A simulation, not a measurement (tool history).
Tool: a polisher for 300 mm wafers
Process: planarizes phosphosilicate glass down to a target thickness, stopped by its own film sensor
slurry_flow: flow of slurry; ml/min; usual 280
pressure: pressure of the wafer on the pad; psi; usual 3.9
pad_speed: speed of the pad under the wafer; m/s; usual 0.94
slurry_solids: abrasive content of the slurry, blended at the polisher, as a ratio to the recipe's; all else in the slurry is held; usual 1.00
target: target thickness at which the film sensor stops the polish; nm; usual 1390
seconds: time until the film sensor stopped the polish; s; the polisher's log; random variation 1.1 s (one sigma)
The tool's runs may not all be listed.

| run | hour | slurry_flow | pressure | pad_speed | slurry_solids | target | incoming thickness of the incoming film, nm | seconds |
|---|---|---|---|---|---|---|---|---|
| 1 | 0.0 | 280 | 3.9 | 0.94 | 1.00 | 1390 | 2150.6 | 68.1 |
| 2 | 15.5 | 280 | 3.9 | 0.94 | 1.00 | 1390 | 2127.1 | 64.9 |
| 3 | 36.8 | 280 | 3.9 | 0.94 | 1.00 | 1390 | 2107.8 | 64.7 |
| 4 | 53.2 | 280 | 3.9 | 0.94 | 1.00 | 1390 | 2124.8 | 64.7 |
|  | 58.5 | slurry blender recalibrated |
| 5 | 69.4 | 280 | 3.9 | 0.94 | 1.00 | 1390 | 2137.5 | 63.9 |
|  | 87.9 | worn pad replaced by a new one |
| 6 | 88.4 | 280 | 3.9 | 0.94 | 1.00 | 1390 | 2143.7 | 66.9 |
| 7 | 101.2 | 280 | 3.9 | 0.94 | 1.00 | 1390 | 2111.8 | 64.7 |
| 8 | 110.5 | 280 | 3.9 | 0.94 | 1.00 | 1390 | 2111.2 | 64.7 |
| 9 | 116.5 | 280 | 5.2 | 0.94 | 1.00 | 1559 | 2134.5 | 41.1 |
| 10 | 133.0 | 280 | 3.9 | 0.94 | 1.00 | 1390 | 2162.6 | 68.7 |
| 11 | 147.0 | 280 | 3.9 | 1.18 | 1.00 | 1390 | 2130.8 | 55.3 |
| 12 | 155.0 | 280 | 2.8 | 0.94 | 0.90 | 1390 | 2140.7 | 91.5 |
| 13 | 171.6 | 325 | 3.4 | 0.72 | 1.00 | 1390 | 2143.4 | 91.1 |
| 14 | 181.5 | 280 | 3.9 | 0.94 | 1.00 | 1390 | 2144.1 | 67.8 |
|  | 188.8 | head pressure recalibrated |
| 15 | 189.6 | 280 | 3.9 | 0.94 | 0.75 | 1390 | 2151.8 | 79.4 |
|  | 192.8 | slurry nozzle cleaned |
|  | 210.2 | worn pad replaced by a new one |
| 16 | 210.7 | 280 | 3.9 | 0.94 | 1.00 | 1390 | 2119.5 | 64.7 |
| 17 | 223.5 | 280 | 3.9 | 0.94 | 1.00 | 1390 | 2169.6 | 69.0 |
| 18 | 233.6 | 365 | 2.9 | 1.14 | 1.00 | 1390 | 2171.4 | 71.5 |
|  | 242.6 | conditioning disc replaced and pad reconditioned |
| 19 | 244.1 | 365 | 3.9 | 0.94 | 1.00 | 1390 | 2127.0 | 66.4 |
| 20 | 257.3 | 280 | 3.9 | 0.94 | 1.00 | 1390 | 2163.3 | 67.8 |
| 21 | 307.4 | 220 | 3.5 | 0.94 | 1.00 | 1151 | 2154.0 | 100.7 |
|  | 331.1 | worn pad replaced by a new one |
| 22 | 345.1 | 340 | 3.9 | 0.94 | 0.80 | 1243 | 2150.9 | 89.6 |
| 23 | 358.3 | 180 | 4.8 | 0.64 | 1.00 | 1565 | 2118.0 | 58.1 |

Forecast run 24:
| 24 | 375.8 | 365 | 4.9 | 1.24 | 1.00 | 1556 | 2113.8 | ? |

Run 24 gave seconds 32.4 s.
Without the tool's hidden state the same run would have given seconds 32.4 s.

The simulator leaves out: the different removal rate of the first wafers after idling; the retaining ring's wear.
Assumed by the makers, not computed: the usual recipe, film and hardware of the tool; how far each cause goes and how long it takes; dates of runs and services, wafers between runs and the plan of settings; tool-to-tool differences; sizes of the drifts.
